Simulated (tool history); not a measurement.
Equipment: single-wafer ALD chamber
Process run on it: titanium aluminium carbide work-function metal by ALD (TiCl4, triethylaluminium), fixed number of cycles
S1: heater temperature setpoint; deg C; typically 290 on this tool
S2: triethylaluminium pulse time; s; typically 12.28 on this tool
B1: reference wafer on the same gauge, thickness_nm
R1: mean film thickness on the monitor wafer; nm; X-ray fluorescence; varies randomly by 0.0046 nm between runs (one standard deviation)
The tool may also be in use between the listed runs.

run   hour   S1     S2     B1     R1
  1    0.0  290  12.28  1.720  1.663
       2.9  -- gauge calibrated
  2   12.0  290  13.76  1.719  1.730
  3   29.3  290  13.76  1.720  1.724
  4   36.6  290  12.28  1.721  1.644
  5   43.9  295  12.28  1.719  1.680
  6   56.2  290  12.28  1.720  1.633
  7   63.3  290  12.28  1.719  1.619
  8   77.7  298  12.28  1.721  1.672
  9   93.5  290  13.51  1.721  1.676
     110.4  -- triethylaluminium bottle replaced
 10  110.9  290  13.51  1.719  1.857
     119.9  -- thermocouple changed; heater temperature recalibrated
 11  127.5  301  12.28  1.719  1.942
 12  144.6  282   8.61  1.719  1.622
 13  158.2  285  14.09  1.718  1.816
     175.8  -- showerhead replaced
 14  176.3  282   8.61  1.721  1.622
 15  181.1  290  13.76  1.720  1.859
 16  190.8  290   9.98  1.721  1.779
     199.9  -- gauge calibrated
 17  204.1  290  12.28  1.720  1.847
 18  218.1  290  12.28  1.720  1.838
 19  234.7  304  15.84  1.721  1.988
 20  246.7  301   7.45  1.720  1.605
 21  262.5  284  15.00  1.720  1.813
 22  307.6  295  12.28  1.720  1.883
 23  325.2  279  12.28  1.720  1.743

Predict each of these 3 candidate next runs independently; none follows another, all start after run 23:
  A  325.6  290  12.28   ?   ?
  B  325.6  275  12.28   ?   ?
  C  325.6  297  16.60   ?   ?

run     B1     R1
  A  1.720  1.842
  B  1.720  1.717
  C  1.720  1.929
With the hidden condition removed and each run's random variation left untouched, the same runs would have given:
run     R1
  A  1.845
  B  1.719
  C  1.930
